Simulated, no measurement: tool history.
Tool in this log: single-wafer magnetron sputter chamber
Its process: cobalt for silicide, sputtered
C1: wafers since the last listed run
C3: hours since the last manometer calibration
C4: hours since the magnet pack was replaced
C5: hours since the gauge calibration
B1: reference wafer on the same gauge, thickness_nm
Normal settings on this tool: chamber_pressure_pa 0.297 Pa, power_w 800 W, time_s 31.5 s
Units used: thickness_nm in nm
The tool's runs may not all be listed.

Run 1, hour 0: usual settings; C1 0; wafers on the sputter target 3766; C3 1607.8; C4 5088.5; C5 186.9; B1 10.39. Result: thickness_nm 11.904 nm.
Run 2, hour 8: usual settings; C1 141; wafers on the sputter target 3907; C3 1615.8; C4 5096.5; C5 194.9; B1 10.398. Result: thickness_nm 11.911 nm.
Run 3, hour 51.3: usual settings; C1 765; wafers on the sputter target 4673; C3 1659.1; C4 5139.8; C5 238.2; B1 10.408. Result: thickness_nm 11.906 nm.
Run 4, hour 64.2: usual settings but chamber_pressure_pa 0.259 Pa; C1 228; wafers on the sputter target 4901; C3 1672; C4 5152.7; C5 251.1; B1 10.397. Result: thickness_nm 12.065 nm.
At hour 69.8: gauge calibrated.
Run 5, hour 71.9: usual settings but chamber_pressure_pa 0.259 Pa; C1 136; wafers on the sputter target 5037; C3 1679.7; C4 5160.4; C5 2.1; B1 10.399. Result: thickness_nm 12.066 nm.
Run 6, hour 80.8: usual settings but chamber_pressure_pa 0.259 Pa; C1 157; wafers on the sputter target 5195; C3 1688.6; C4 5169.3; C5 11; B1 10.405. Result: thickness_nm 12.076 nm.
Run 7, hour 91.6: usual settings; C1 190; wafers on the sputter target 5386; C3 1699.4; C4 5180.1; C5 21.8; B1 10.402. Result: thickness_nm 11.871 nm.
Run 8, hour 103.1: usual settings but chamber_pressure_pa 0.374 Pa, time_s 29.3 s; C1 203; wafers on the sputter target 5589; C3 1710.9; C4 5191.6; C5 33.3; B1 10.401. Result: thickness_nm 10.798 nm.
Run 9, hour 111.8: usual settings but time_s 28.5 s; C1 153; wafers on the sputter target 5743; C3 1719.6; C4 5200.3; C5 42; B1 10.4. Result: thickness_nm 10.747 nm.
Run 10, hour 123.4: usual settings; C1 205; wafers on the sputter target 5948; C3 1731.2; C4 5211.9; C5 53.6; B1 10.4. Result: thickness_nm 11.836 nm.
Run 11, hour 138.8: usual settings; C1 272; wafers on the sputter target 6220; C3 1746.6; C4 5227.3; C5 69; B1 10.399. Result: thickness_nm 11.834 nm.
Run 12, hour 145.5: usual settings but chamber_pressure_pa 0.324 Pa; C1 118; wafers on the sputter target 6339; C3 1753.3; C4 5234; C5 75.7; B1 10.407. Result: thickness_nm 11.755 nm.
Run 13, hour 162.5: usual settings but chamber_pressure_pa 0.324 Pa; C1 300; wafers on the sputter target 6639; C3 1770.3; C4 5251; C5 92.7; B1 10.401. Result: thickness_nm 11.762 nm.
Run 14, hour 179.6: usual settings but chamber_pressure_pa 0.324 Pa; C1 302; wafers on the sputter target 6942; C3 1787.4; C4 5268.1; C5 109.8; B1 10.4. Result: thickness_nm 11.73 nm.
Run 15, hour 193.6: usual settings but power_w 850 W, time_s 35.5 s; C1 247; wafers on the sputter target 7189; C3 1801.4; C4 5282.1; C5 123.8; B1 10.397. Result: thickness_nm 14.176 nm.
Run 16, hour 202.7: usual settings but power_w 850 W, time_s 35.5 s; C1 160; wafers on the sputter target 7350; C3 1810.5; C4 5291.2; C5 132.9; B1 10.405. Result: thickness_nm 14.187 nm.
At hour 212.9: capacitance manometer re-zeroed and calibrated.
Run 17, hour 219.4: usual settings; C1 153; wafers on the sputter target 7504; C3 6.5; C4 5307.9; C5 149.6; B1 10.405. Result: thickness_nm 11.819 nm.
At hour 231.2: sputter target and shields replaced.
Run 18, hour 236.7: usual settings but chamber_pressure_pa 0.259 Pa; C1 164; wafers on the sputter target 97; C3 23.8; C4 5325.2; C5 166.9; B1 10.399. Result: thickness_nm 12.112 nm.
At hour 253: magnet pack replaced.
Run 19, hour 253.5: usual settings; C1 155; wafers on the sputter target 252; C3 40.6; C4 0.5; C5 183.7; B1 10.401. Result: thickness_nm 11.957 nm.
Run 20, hour 258.9: usual settings but chamber_pressure_pa 0.411 Pa, power_w 650 W, time_s 36.5 s; C1 95; wafers on the sputter target 348; C3 46; C4 5.9; C5 189.1; B1 10.408. Result: thickness_nm 10.817 nm.
Run 21, hour 287.4: usual settings but chamber_pressure_pa 0.256 Pa, power_w 950 W; C1 503; wafers on the sputter target 852; C3 74.5; C4 34.4; C5 217.6; B1 10.399. Result: thickness_nm 14.405 nm.
Run 22, hour 298.2: usual settings but power_w 1000 W; C1 190; wafers on the sputter target 1043; C3 85.3; C4 45.2; C5 228.4; B1 10.392. Result: thickness_nm 14.907 nm.
At hour 312.1: gauge calibrated.
Run 23, hour 314.3: usual settings; C1 284; wafers on the sputter target 1327; C3 101.4; C4 61.3; C5 2.2; B1 10.392. Result: thickness_nm 11.943 nm.
Run 24, hour 321.7: usual settings but chamber_pressure_pa 0.402 Pa, power_w 750 W; C1 130; wafers on the sputter target 1458; C3 108.8; C4 68.7; C5 9.6; B1 10.406. Result: thickness_nm 10.847 nm.
Run 25, hour 330.7: usual settings but power_w 650 W, time_s 26.1 s; C1 159; wafers on the sputter target 1617; C3 117.8; C4 77.7; C5 18.6; B1 10.397. Result: thickness_nm 8.067 nm.
Run 26, hour 340.3: usual settings but power_w 850 W, time_s 35.5 s; C1 169; wafers on the sputter target 1787; C3 127.4; C4 87.3; C5 28.2; B1 10.407. Result: thickness_nm 14.253 nm.
Run 27, hour 351.7: usual settings but chamber_pressure_pa 0.214 Pa, power_w 650 W, time_s 29.7 s; C1 201; wafers on the sputter target 1989; C3 138.8; C4 98.7; C5 39.6; B1 10.396. Result: thickness_nm 9.445 nm.
Run 28, hour 362: usual settings; C1 182; wafers on the sputter target 2171; C3 149.1; C4 109; C5 49.9; B1 10.403. Result: thickness_nm 11.946 nm.
Run 29, hour 377.2: usual settings but chamber_pressure_pa 0.414 Pa, time_s 34.3 s; C1 268; wafers on the sputter target 2439; C3 164.3; C4 124.2; C5 65.1; B1 10.4. Result: thickness_nm 12.471 nm.
Run 30, hour 386.2: usual settings; C1 159; wafers on the sputter target 2599; C3 173.3; C4 133.2; C5 74.1; B1 10.409. Result: thickness_nm 11.94 nm.
Run 31, hour 396.1: usual settings but chamber_pressure_pa 0.395 Pa, power_w 600 W, time_s 34.6 s; C1 175; wafers on the sputter target 2774; C3 183.2; C4 143.1; C5 84; B1 10.402. Result: thickness_nm 9.516 nm.
Run 32, hour 413.2: usual settings but chamber_pressure_pa 0.398 Pa, power_w 600 W, time_s 34.2 s; C1 302; wafers on the sputter target 3076; C3 200.3; C4 160.2; C5 101.1; B1 10.399. Result: thickness_nm 9.4 nm.
Run 33, hour 425.9: usual settings but chamber_pressure_pa 0.24 Pa, power_w 900 W, time_s 34.2 s; C1 224; wafers on the sputter target 3301; C3 213; C4 172.9; C5 113.8; B1 10.4. Result: thickness_nm 14.789 nm.
Run 34, hour 435: usual settings; C1 160; wafers on the sputter target 3461; C3 222.1; C4 182; C5 122.9; B1 10.404. Result: thickness_nm 11.924 nm.
Run 35, hour 449.6: usual settings but chamber_pressure_pa 0.22 Pa; C1 258; wafers on the sputter target 3720; C3 236.7; C4 196.6; C5 137.5; B1 10.389. Result: thickness_nm 12.225 nm.

Results per run with the tool's hidden condition removed, run-to-run variation unchanged:
Hidden conditions of the tool in this case: deposition rate above that of a new target (%); true argon pressure above the setpoint (%); gauge reads high (%).
run  thickness_nm
  1        11.946
  2        11.955
  3        11.961
  4        12.125
  5        12.128
  6        12.141
  7        11.938
  8        10.863
  9        10.815
 10        11.915
 11        11.919
 12        11.841
 13        11.855
 14         11.83
 15        14.305
 16         14.32
 17        11.938
 18        12.126
 19        11.971
 20         10.83
 21        14.424
 22        14.927
 23         11.96
 24        10.864
 25          8.08
 26        14.277
 27         9.462
 28        11.969
 29        12.497
 30        11.967
 31         9.539
 32         9.425
 33        14.832
 34        11.961
 35        12.266
